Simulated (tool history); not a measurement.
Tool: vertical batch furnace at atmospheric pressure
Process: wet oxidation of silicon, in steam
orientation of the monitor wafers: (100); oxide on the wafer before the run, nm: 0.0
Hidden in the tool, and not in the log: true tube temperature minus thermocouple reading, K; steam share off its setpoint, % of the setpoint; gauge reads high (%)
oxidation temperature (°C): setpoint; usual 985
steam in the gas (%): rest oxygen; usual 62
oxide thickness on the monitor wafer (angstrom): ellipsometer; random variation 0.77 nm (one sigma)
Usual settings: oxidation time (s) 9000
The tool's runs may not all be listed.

run	hour	oxidation temperature (°C)	oxidation time (s)	steam in the gas (%)	wafers since the last listed run	hours since the last temperature calibration	hours since the steam generator was serviced	hours since the gauge calibration	read-back reference wafer on the same gauge, thickness	oxide thickness on the monitor wafer (angstrom)
1	0	973	9000	62	0	3272.5	980.9	142.4	432.89	4762.7
2	16	973	9000	62	148	3288.5	996.9	158.4	432.92	4775.8
3	68	973	9000	62	482	3340.5	1048.9	210.4	432.82	4773
4	80.4	985	9000	62	115	3352.9	1061.3	222.8	433.12	5201.4
5	109	985	9000	62	265	3381.5	1089.9	251.4	432.99	5187.9
6	133.4	985	9000	62	226	3405.9	1114.3	275.8	432.99	5189.5
7	144.2	985	9000	62	100	3416.7	1125.1	286.6	433.05	5201.8
8	165.9	985	9000	62	201	3438.4	1146.8	308.3	433.01	5179.2
9	192.5	985	9000	62	246	3465	1173.4	334.9	432.98	5191.4
10	203.7	985	9000	62	103	3476.2	1184.6	346.1	432.96	5196.4
11	217.6	985	11280	62	128	3490.1	1198.5	360	432.83	6004
12	245.3	985	11280	62	257	3517.8	1226.2	387.7	433.25	6011.1
13	273.2	985	10710	70	258	3545.7	1254.1	415.6	432.92	6296
14	301.4	1005	9000	62	261	3573.9	1282.3	443.8	432.96	5895.8
15	313.6	1005	9000	62	113	3586.1	1294.5	456	432.81	5904.8
16	339.2	1005	9000	62	237	3611.7	1320.1	481.6	433.01	5901.9
17	360.3	985	9000	71	195	3632.8	1341.2	502.7	433.07	5678.5
18	376.2	1007	7800	73	147	3648.7	1357.1	518.6	433.05	6036.5
19	399	992	6210	59	211	3671.5	1379.9	541.4	432.82	4104.6
# hour 423.5: gauge calibrated
20	488.6	985	9000	62	831	3761.1	1469.5	65.1	432.74	5186.1
21	512.7	1010	9000	72	223	3785.2	1493.6	89.2	433.06	6680.6

Run 22 comes next. What will it give?
# hour 551.9: steam generator serviced
22	552.4	985	9000	62	145	3824.9	0.5	128.9	?	?

{"run 22": {"read-back reference wafer on the same gauge, thickness": 432.86, "oxide thickness on the monitor wafer (angstrom)": 5323.4}}
Without the tool's hidden state the same run would have given oxide thickness on the monitor wafer (angstrom) 5138.6.
